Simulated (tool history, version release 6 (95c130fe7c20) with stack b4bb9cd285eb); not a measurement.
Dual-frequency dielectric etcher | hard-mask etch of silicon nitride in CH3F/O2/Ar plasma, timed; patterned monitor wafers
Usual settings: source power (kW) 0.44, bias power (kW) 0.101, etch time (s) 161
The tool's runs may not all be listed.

run   hour  source power (kW)  bias power (kW)  etch time (s)  read-back reference wafer on the same gauge, depth_nm  mean etch depth across the wafer (nm)
  1      0               0.44            0.101            161                                                    143                                  132.6
  2   30.6               0.44            0.101            161                                                    143                                  131.3
  3   46.2               0.44            0.101            161                                                    143                                  130.7
  4   74.6               0.44            0.094            161                                                  142.9                                  128.1
  5   92.9               0.44            0.101            161                                                  143.1                                  131.2
  6  124.5               0.44            0.101            161                                                  143.3                                  131.7
     151.4  -- upper electrode replaced
  7  151.9               0.48            0.101            161                                                  142.8                                  134.2
  8  162.7               0.48            0.101            161                                                  142.8                                  135.5
  9    195               0.44            0.111            200                                                  143.1                                  169.7
     216.3  -- source power generator calibrated
 10  218.1               0.54            0.084            128                                                    143                                  103.4
     236.4  -- bias power generator calibrated
 11  236.9               0.44            0.101            161                                                    143                                  131.3
     252.2  -- gauge calibrated
     312.3  -- wet clean of the chamber
 12  323.5               0.38            0.101          129.5                                                  143.2                                  100.2
 13  339.4               0.39            0.123          145.5                                                  142.9                                  123.5
 14  371.5               0.44            0.101          148.5                                                  142.9                                    121
 15  405.8               0.48            0.101            161                                                  142.9                                  135.5
 16  421.2               0.54            0.121            125                                                  143.1                                  117.1
 17  434.8               0.36            0.125            176                                                    143                                  146.7

Forecast each of these 5 alternatives for the next run:
  A  435.3               0.44            0.101            161                                                      ?                                      ?
  B  435.3               0.53            0.084          117.5                                                      ?                                      ?
  C  435.3               0.33            0.126          139.5                                                      ?                                      ?
  D  435.3               0.47            0.091          126.5                                                      ?                                      ?
  E  435.3               0.38            0.082            142                                                      ?                                      ?

run  read-back reference wafer on the same gauge, depth_nm  mean etch depth across the wafer (nm)
  A                                                    143                                    132
  B                                                    143                                   95.4
  C                                                    143                                  114.1
  D                                                    143                                  101.7
  E                                                    143                                  102.1
Without the tool's hidden state the same runs would have given:
run  mean etch depth across the wafer (nm)
  A                                    132
  B                                   95.4
  C                                  114.1
  D                                  101.7
  E                                  102.1
